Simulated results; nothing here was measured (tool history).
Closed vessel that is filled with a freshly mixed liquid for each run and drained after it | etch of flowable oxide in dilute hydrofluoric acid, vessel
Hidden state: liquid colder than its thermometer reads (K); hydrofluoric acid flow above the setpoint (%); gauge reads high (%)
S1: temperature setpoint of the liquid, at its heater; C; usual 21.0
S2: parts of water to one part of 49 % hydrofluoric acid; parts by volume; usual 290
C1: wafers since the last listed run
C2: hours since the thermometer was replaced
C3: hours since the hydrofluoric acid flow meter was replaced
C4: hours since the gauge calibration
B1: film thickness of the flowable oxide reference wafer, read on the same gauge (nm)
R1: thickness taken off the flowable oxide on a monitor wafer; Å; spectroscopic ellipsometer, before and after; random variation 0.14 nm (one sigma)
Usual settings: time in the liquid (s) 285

Run 1, hour 0.0: usual settings but time in the liquid (s) 190; C1 0; C2 1026.8; C3 1212.4; C4 147.6; B1 149.99. Result: R1 125.8 Å.
Run 2, hour 16.0: usual settings but time in the liquid (s) 190; C1 902; C2 1042.8; C3 1228.4; C4 163.6; B1 149.99. Result: R1 123.2 Å.
Run 3, hour 28.4: usual settings; C1 699; C2 1055.2; C3 1240.8; C4 176.0; B1 150.00. Result: R1 183.8 Å.
Run 4, hour 41.3: usual settings; C1 728; C2 1068.1; C3 1253.7; C4 188.9; B1 150.01. Result: R1 186.3 Å.
Run 5, hour 47.7: usual settings; C1 361; C2 1074.5; C3 1260.1; C4 195.3; B1 150.03. Result: R1 186.9 Å.
Run 6, hour 62.9: usual settings; C1 857; C2 1089.7; C3 1275.3; C4 210.5; B1 149.98. Result: R1 186.9 Å.
Run 7, hour 77.4: usual settings but time in the liquid (s) 355; C1 818; C2 1104.2; C3 1289.8; C4 225.0; B1 150.00. Result: R1 230.6 Å.
Run 8, hour 85.6: usual settings but time in the liquid (s) 185; C1 462; C2 1112.4; C3 1298.0; C4 233.2; B1 150.06. Result: R1 120.2 Å.
At hour 92.0: thermometer replaced.
Run 9, hour 103.2: usual settings but time in the liquid (s) 185; C1 936; C2 11.2; C3 1315.6; C4 250.8; B1 150.02. Result: R1 134.7 Å.
Run 10, hour 115.2: usual settings but time in the liquid (s) 185; C1 677; C2 23.2; C3 1327.6; C4 262.8; B1 150.00. Result: R1 134.3 Å.
Run 11, hour 128.3: usual settings but S1 24.5 C; C1 739; C2 36.3; C3 1340.7; C4 275.9; B1 149.97. Result: R1 230.2 Å.
Run 12, hour 134.9: usual settings but S1 24.5 C; C1 372; C2 42.9; C3 1347.3; C4 282.5; B1 150.03. Result: R1 232.8 Å.
Run 13, hour 151.0: usual settings; C1 908; C2 59.0; C3 1363.4; C4 298.6; B1 149.94. Result: R1 204.5 Å.
Run 14, hour 158.7: usual settings; C1 434; C2 66.7; C3 1371.1; C4 306.3; B1 149.99. Result: R1 203.8 Å.
Run 15, hour 175.3: usual settings but time in the liquid (s) 130; C1 936; C2 83.3; C3 1387.7; C4 322.9; B1 150.02. Result: R1 92.8 Å.
Run 16, hour 181.9: usual settings but S1 24.0 C, S2 240 parts by volume, time in the liquid (s) 195; C1 372; C2 89.9; C3 1394.3; C4 329.5; B1 149.97. Result: R1 196.9 Å.
Run 17, hour 198.9: usual settings but S2 415 parts by volume, time in the liquid (s) 200; C1 959; C2 106.9; C3 1411.3; C4 346.5; B1 150.01. Result: R1 90.9 Å.
Run 18, hour 205.9: usual settings but S2 170 parts by volume; C1 395; C2 113.9; C3 1418.3; C4 353.5; B1 150.06. Result: R1 388.8 Å.
Run 19, hour 212.4: usual settings but S2 400 parts by volume, time in the liquid (s) 115; C1 366; C2 120.4; C3 1424.8; C4 360.0; B1 149.99. Result: R1 54.5 Å.
Run 20, hour 221.3: usual settings; C1 502; C2 129.3; C3 1433.7; C4 368.9; B1 149.97. Result: R1 203.4 Å.
Run 21, hour 237.3: usual settings; C1 902; C2 145.3; C3 1449.7; C4 384.9; B1 150.00. Result: R1 204.8 Å.
At hour 243.7: hydrofluoric acid flow meter replaced.
Run 22, hour 245.6: usual settings but S1 24.0 C, S2 240 parts by volume, time in the liquid (s) 195; C1 411; C2 153.6; C3 1.9; C4 393.2; B1 149.99. Result: R1 182.4 Å.
Run 23, hour 254.8: usual settings but S2 405 parts by volume, time in the liquid (s) 190; C1 519; C2 162.8; C3 11.1; C4 402.4; B1 150.02. Result: R1 80.4 Å.
Run 24, hour 265.5: usual settings; C1 603; C2 173.5; C3 21.8; C4 413.1; B1 149.99. Result: R1 187.1 Å.
At hour 270.7: gauge calibrated.
Run 25, hour 280.8: usual settings but S2 385 parts by volume; C1 863; C2 188.8; C3 37.1; C4 10.1; B1 150.00. Result: R1 129.0 Å.
Run 26, hour 296.9: usual settings but S1 24.5 C; C1 908; C2 204.9; C3 53.2; C4 26.2; B1 149.98. Result: R1 210.8 Å.
Run 27, hour 328.6: usual settings but S2 210 parts by volume; C1 1789; C2 236.6; C3 84.9; C4 57.9; B1 150.01. Result: R1 277.9 Å.
Run 28, hour 343.3: usual settings but S2 340 parts by volume; C1 829; C2 251.3; C3 99.6; C4 72.6; B1 150.00. Result: R1 151.9 Å.
Run 29, hour 351.0: usual settings; C1 434; C2 259.0; C3 107.3; C4 80.3; B1 150.00. Result: R1 188.0 Å.
Run 30, hour 364.6: usual settings; C1 767; C2 272.6; C3 120.9; C4 93.9; B1 150.02. Result: R1 187.3 Å.
Run 31, hour 382.5: usual settings but S2 415 parts by volume; C1 1010; C2 290.5; C3 138.8; C4 111.8; B1 149.98. Result: R1 118.2 Å.
Run 32, hour 396.4: usual settings but S2 240 parts by volume, time in the liquid (s) 435; C1 784; C2 304.4; C3 152.7; C4 125.7; B1 150.01. Result: R1 362.9 Å.
Run 33, hour 403.2: usual settings; C1 383; C2 311.2; C3 159.5; C4 132.5; B1 150.04. Result: R1 187.7 Å.
Run 34, hour 415.1: usual settings but S1 19.5 C, S2 235 parts by volume; C1 671; C2 323.1; C3 171.4; C4 144.4; B1 149.97. Result: R1 226.7 Å.

Forecast each of these 3 alternatives for the next run:
Run A, hour 415.8: usual settings but S2 145 parts by volume; C1 39; C2 323.8; C3 172.1; C4 145.1; B1 ?. Result: R1 ?.
Run B, hour 415.8: usual settings but S1 23.0 C, S2 205 parts by volume, time in the liquid (s) 410; C1 39; C2 323.8; C3 172.1; C4 145.1; B1 ?. Result: R1 ?.
Run C, hour 415.8: usual settings but S1 17.0 C, S2 190 parts by volume, time in the liquid (s) 155; C1 39; C2 323.8; C3 172.1; C4 145.1; B1 ?. Result: R1 ?.

run      B1     R1
  A  150.03  420.1
  B  150.03  434.4
  C  150.03  142.2
Without the tool's hidden state the same runs would have given:
run     R1
  A  424.0
  B  437.3
  C  143.5
